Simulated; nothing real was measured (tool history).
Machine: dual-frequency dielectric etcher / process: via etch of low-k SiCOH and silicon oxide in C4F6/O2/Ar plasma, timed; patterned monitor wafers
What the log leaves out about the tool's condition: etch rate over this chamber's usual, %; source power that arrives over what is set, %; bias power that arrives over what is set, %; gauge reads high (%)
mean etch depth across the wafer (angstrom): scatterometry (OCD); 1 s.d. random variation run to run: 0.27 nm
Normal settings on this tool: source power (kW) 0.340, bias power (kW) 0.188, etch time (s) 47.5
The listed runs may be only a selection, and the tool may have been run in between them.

run	hour	source power (kW)	bias power (kW)	etch time (s)	wafers since the last listed run	hours since the last wet clean	hours since the last source power generator calibration	hours since the last bias power generator calibration	hours since the last upper electrode change	hours since the gauge calibration	read-back reference wafer on the same gauge, depth_nm	mean etch depth across the wafer (angstrom)
1	0.0	0.340	0.199	47.5	0	213.3	2267.2	2782.5	3903.3	585.2	124.1	1105
2	37.2	0.340	0.188	52.0	728	250.5	2304.4	2819.7	3940.5	622.4	124.0	1177
3	98.5	0.340	0.188	52.0	1200	311.8	2365.7	2881.0	4001.8	683.7	123.9	1179
4	141.5	0.340	0.165	47.5	842	354.8	2408.7	2924.0	4044.8	726.7	124.0	1005
5	170.6	0.340	0.165	47.5	570	383.9	2437.8	2953.1	4073.9	755.8	123.8	1003
6	195.8	0.340	0.188	47.5	493	409.1	2463.0	2978.3	4099.1	781.0	124.0	1080
7	236.0	0.340	0.188	55.0	787	449.3	2503.2	3018.5	4139.3	821.2	124.0	1240
8	270.5	0.340	0.167	54.5	675	483.8	2537.7	3053.0	4173.8	855.7	124.1	1159
# hour 297.2: bias power generator calibrated
9	303.7	0.340	0.167	54.5	572	517.0	2570.9	6.5	4207.0	888.9	123.8	1155
# hour 349.7: wet clean of the chamber
10	372.2	0.340	0.188	47.5	871	22.5	2639.4	75.0	4275.5	957.4	124.0	1070
11	433.1	0.340	0.188	47.5	1193	83.4	2700.3	135.9	4336.4	1018.3	124.1	1077
12	504.9	0.340	0.188	47.5	1406	155.2	2772.1	207.7	4408.2	1090.1	124.1	1075
# hour 556.9: source power generator calibrated
13	574.7	0.400	0.219	36.0	1289	225.0	17.8	277.5	4478.0	1159.9	123.9	911
14	628.4	0.340	0.188	47.5	1052	278.7	71.5	331.2	4531.7	1213.6	124.1	1074
15	659.6	0.300	0.163	56.5	611	309.9	102.7	362.4	4562.9	1244.8	124.0	1154
16	711.0	0.390	0.157	60.0	1006	361.3	154.1	413.8	4614.3	1296.2	123.9	1271
17	764.3	0.270	0.142	47.5	1044	414.6	207.4	467.1	4667.6	1349.5	123.9	881
18	806.8	0.310	0.200	55.5	832	457.1	249.9	509.6	4710.1	1392.0	124.1	1275
19	835.3	0.340	0.165	47.5	558	485.6	278.4	538.1	4738.6	1420.5	123.9	997
20	871.4	0.340	0.188	47.5	707	521.7	314.5	574.2	4774.7	1456.6	123.9	1076
# hour 878.2: gauge calibrated
# hour 927.8: wet clean of the chamber
21	929.3	0.340	0.222	47.5	664	1.5	372.4	632.1	4832.6	51.1	124.1	1170
# hour 959.3: upper electrode replaced
22	995.2	0.290	0.142	56.5	820	67.4	438.3	698.0	35.9	117.0	124.0	1065
23	1028.2	0.340	0.214	47.5	646	100.4	471.3	731.0	68.9	150.0	124.0	1146
24	1053.1	0.320	0.224	52.5	487	125.3	496.2	755.9	93.8	174.9	124.0	1280
25	1106.4	0.340	0.210	37.0	1044	178.6	549.5	809.2	147.1	228.2	124.2	884
26	1139.5	0.360	0.174	57.5	648	211.7	582.6	842.3	180.2	261.3	124.0	1264
27	1201.8	0.340	0.188	38.0	1220	274.0	644.9	904.6	242.5	323.6	124.0	858
28	1273.7	0.410	0.204	60.0	1408	345.9	716.8	976.5	314.4	395.5	124.0	1469
29	1417.3	0.340	0.188	47.5	2813	489.5	860.4	1120.1	458.0	539.1	123.9	1073
# hour 1488.0: wet clean of the chamber
30	1488.5	0.270	0.217	58.5	924	0.5	931.6	1191.3	529.2	610.3	123.9	1364
31	1531.9	0.260	0.188	60.5	850	43.9	975.0	1234.7	572.6	653.7	124.0	1305

3 options for the next run, each taken on its own from the tool as it stands now. Forecast them:
A	1532.3	0.340	0.212	47.5	7	44.3	975.4	1235.1	573.0	654.1	?	?
B	1532.3	0.380	0.188	47.5	7	44.3	975.4	1235.1	573.0	654.1	?	?
C	1532.3	0.280	0.210	47.5	7	44.3	975.4	1235.1	573.0	654.1	?	?

run	read-back reference wafer on the same gauge, depth_nm	mean etch depth across the wafer (angstrom)
A	123.9	1139
B	123.9	1096
C	123.9	1093
Had the tool no hidden state, the same runs would have come out as:
run	mean etch depth across the wafer (angstrom)
A	1139
B	1096
C	1093

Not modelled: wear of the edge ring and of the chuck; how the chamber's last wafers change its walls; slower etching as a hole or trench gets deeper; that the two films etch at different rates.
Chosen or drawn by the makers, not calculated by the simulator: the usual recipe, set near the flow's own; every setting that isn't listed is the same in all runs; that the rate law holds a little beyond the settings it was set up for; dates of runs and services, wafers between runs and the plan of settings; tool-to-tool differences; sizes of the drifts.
